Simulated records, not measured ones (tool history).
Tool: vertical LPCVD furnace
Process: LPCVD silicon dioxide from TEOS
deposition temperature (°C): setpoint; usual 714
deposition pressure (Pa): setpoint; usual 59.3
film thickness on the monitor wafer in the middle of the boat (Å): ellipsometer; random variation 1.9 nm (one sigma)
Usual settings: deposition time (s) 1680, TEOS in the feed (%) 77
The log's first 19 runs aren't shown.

| run | hour | deposition temperature (°C) | deposition pressure (Pa) | deposition time (s) | TEOS in the feed (%) | read-back reference wafer on the same gauge, thickness | film thickness on the monitor wafer in the middle of the boat (Å) |
|---|---|---|---|---|---|---|---|
| 20 | 927.2 | 721 | 59.3 | 1680 | 77 | 384.64 | 4307 |
| 21 | 959.4 | 714 | 64 | 1680 | 77 | 383.84 | 3782.4 |
| 22 | 1019.7 | 722 | 59.3 | 1200 | 89 | 383.45 | 3335 |
| 23 | 1052 | 714 | 71.3 | 1680 | 77 | 382.8 | 3963.3 |
| 24 | 1096.4 | 706 | 59.3 | 2340 | 77 | 382.31 | 4196.6 |
| 25 | 1141.8 | 703 | 59.3 | 2310 | 66 | 381.44 | 3579.1 |
| 26 | 1212.8 | 710 | 59.3 | 1110 | 77 | 381.36 | 2170.7 |
| 27 | 1247 | 705 | 74 | 1920 | 89 | 380.57 | 4004.6 |
|  | 1273.8 | gauge calibrated |
| 28 | 1314.5 | 714 | 59.3 | 1170 | 77 | 395.16 | 2589.1 |
| 29 | 1370.1 | 714 | 59.3 | 1680 | 77 | 393.05 | 3686 |
| 30 | 1424.6 | 710 | 59.3 | 1110 | 77 | 393.28 | 2235.8 |
| 31 | 1455.2 | 714 | 59.3 | 1440 | 77 | 392.42 | 3160.3 |
| 32 | 1500.5 | 714 | 59.3 | 1680 | 77 | 391.11 | 3725.8 |

Forecast each of these 3 alternatives for the next run:
| A | 1504.9 | 714 | 59.3 | 1200 | 77 | ? | ? |
| B | 1504.9 | 714 | 66 | 2280 | 82 | ? | ? |
| C | 1504.9 | 714 | 59.3 | 2130 | 77 | ? | ? |

| run | read-back reference wafer on the same gauge, thickness | film thickness on the monitor wafer in the middle of the boat (Å) |
|---|---|---|
| A | 391.05 | 2663.8 |
| B | 391.05 | 5508.5 |
| C | 391.05 | 4728.2 |
Without the tool's hidden state the same runs would have given:
| run | film thickness on the monitor wafer in the middle of the boat (Å) |
|---|---|
| A | 2688.9 |
| B | 5560.4 |
| C | 4772.7 |

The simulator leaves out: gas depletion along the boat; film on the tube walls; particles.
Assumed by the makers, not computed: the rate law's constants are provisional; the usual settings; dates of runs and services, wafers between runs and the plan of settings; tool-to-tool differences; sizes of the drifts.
